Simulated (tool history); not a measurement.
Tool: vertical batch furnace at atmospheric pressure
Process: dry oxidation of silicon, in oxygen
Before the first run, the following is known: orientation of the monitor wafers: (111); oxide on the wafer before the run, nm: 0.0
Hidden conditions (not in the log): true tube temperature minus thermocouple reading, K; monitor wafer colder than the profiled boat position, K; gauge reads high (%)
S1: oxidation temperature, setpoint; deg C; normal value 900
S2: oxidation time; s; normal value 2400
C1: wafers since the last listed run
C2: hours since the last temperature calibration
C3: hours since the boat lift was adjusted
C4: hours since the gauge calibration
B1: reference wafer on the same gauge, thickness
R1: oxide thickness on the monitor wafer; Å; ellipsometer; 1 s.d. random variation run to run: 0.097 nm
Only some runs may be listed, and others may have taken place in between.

run,hour,S1,S2,C1,C2,C3,C4,B1,R1
1,0.0,900,2400,0,2847.1,2151.8,564.9,18.41,209.1
2,92.4,900,2400,706,2939.5,2244.2,657.3,18.41,211.5
3,112.3,900,2400,152,2959.4,2264.1,677.2,18.40,210.2
4,139.0,900,2400,204,2986.1,2290.8,703.9,18.37,212.2
5,156.2,900,2400,131,3003.3,2308.0,721.1,18.41,211.7
6,181.2,900,2400,191,3028.3,2333.0,746.1,18.41,209.4
# hour 183.7: gauge calibrated
7,205.4,900,2400,185,3052.5,2357.2,21.7,18.42,210.4
8,226.7,900,3090,162,3073.8,2378.5,43.0,18.38,252.2
9,238.8,900,3090,92,3085.9,2390.6,55.1,18.38,251.0
# hour 277.4: thermocouples replaced and temperature profile calibrated
10,277.9,900,2400,115,0.5,2429.7,94.2,18.40,210.4
11,283.4,900,2400,42,6.0,2435.2,99.7,18.40,211.6
12,293.0,900,2400,73,15.6,2444.8,109.3,18.39,209.6
13,328.9,900,2400,274,51.5,2480.7,145.2,18.39,211.8
14,349.7,900,2820,159,72.3,2501.5,166.0,18.41,237.4
15,364.1,910,2070,110,86.7,2515.9,180.4,18.41,211.6
16,383.1,910,2070,145,105.7,2534.9,199.4,18.39,212.0
17,401.7,900,1290,142,124.3,2553.5,218.0,18.39,134.2
18,432.4,900,2400,234,155.0,2584.2,248.7,18.41,210.0
19,509.7,900,2400,591,232.3,2661.5,326.0,18.40,211.8
# hour 557.0: boat lift adjusted
20,557.5,900,2400,182,280.1,0.5,373.8,18.42,220.5
21,566.8,919,3210,71,289.4,9.8,383.1,18.39,326.0
22,587.2,918,3300,156,309.8,30.2,403.5,18.40,328.4
23,615.1,884,3180,213,337.7,58.1,431.4,18.40,224.0
24,639.1,900,2400,183,361.7,82.1,455.4,18.40,218.9
25,666.1,880,2400,206,388.7,109.1,482.4,18.39,177.4
26,678.8,918,2400,97,401.4,121.8,495.1,18.42,261.6
27,702.6,900,3330,182,425.2,145.6,518.9,18.39,273.8
28,730.5,882,3150,213,453.1,173.5,546.8,18.38,218.0
29,758.1,900,2400,211,480.7,201.1,574.4,18.39,219.4
30,788.4,900,2400,231,511.0,231.4,604.7,18.44,217.3
31,802.2,900,2400,105,524.8,245.2,618.5,18.38,218.4
32,823.4,923,3330,162,546.0,266.4,639.7,18.40,343.8
33,839.6,878,3270,123,562.2,282.6,655.9,18.40,214.0
34,862.0,900,2400,171,584.6,305.0,678.3,18.38,218.0
35,875.0,900,2400,99,597.6,318.0,691.3,18.40,216.8
36,887.9,878,1200,98,610.5,330.9,704.2,18.42,103.3
37,915.4,888,3150,210,638.0,358.4,731.7,18.40,232.9
38,944.8,920,1470,224,667.4,387.8,761.1,18.41,187.4
39,962.3,916,2730,133,684.9,405.3,778.6,18.40,276.9

Predict each of these 4 candidate next runs independently; none follows another, all start after run 39:
A,967.9,900,2400,42,690.5,410.9,784.2,?,?
B,967.9,892,1440,42,690.5,410.9,784.2,?,?
C,967.9,883,2970,42,690.5,410.9,784.2,?,?
D,967.9,890,3030,42,690.5,410.9,784.2,?,?

run,B1,R1
A,18.43,214.5
B,18.43,137.3
C,18.43,208.1
D,18.43,227.4
Stripped of hidden state, with their random variation kept, the same runs would have yielded:
run,R1
A,218.9
B,140.2
C,212.5
D,232.1

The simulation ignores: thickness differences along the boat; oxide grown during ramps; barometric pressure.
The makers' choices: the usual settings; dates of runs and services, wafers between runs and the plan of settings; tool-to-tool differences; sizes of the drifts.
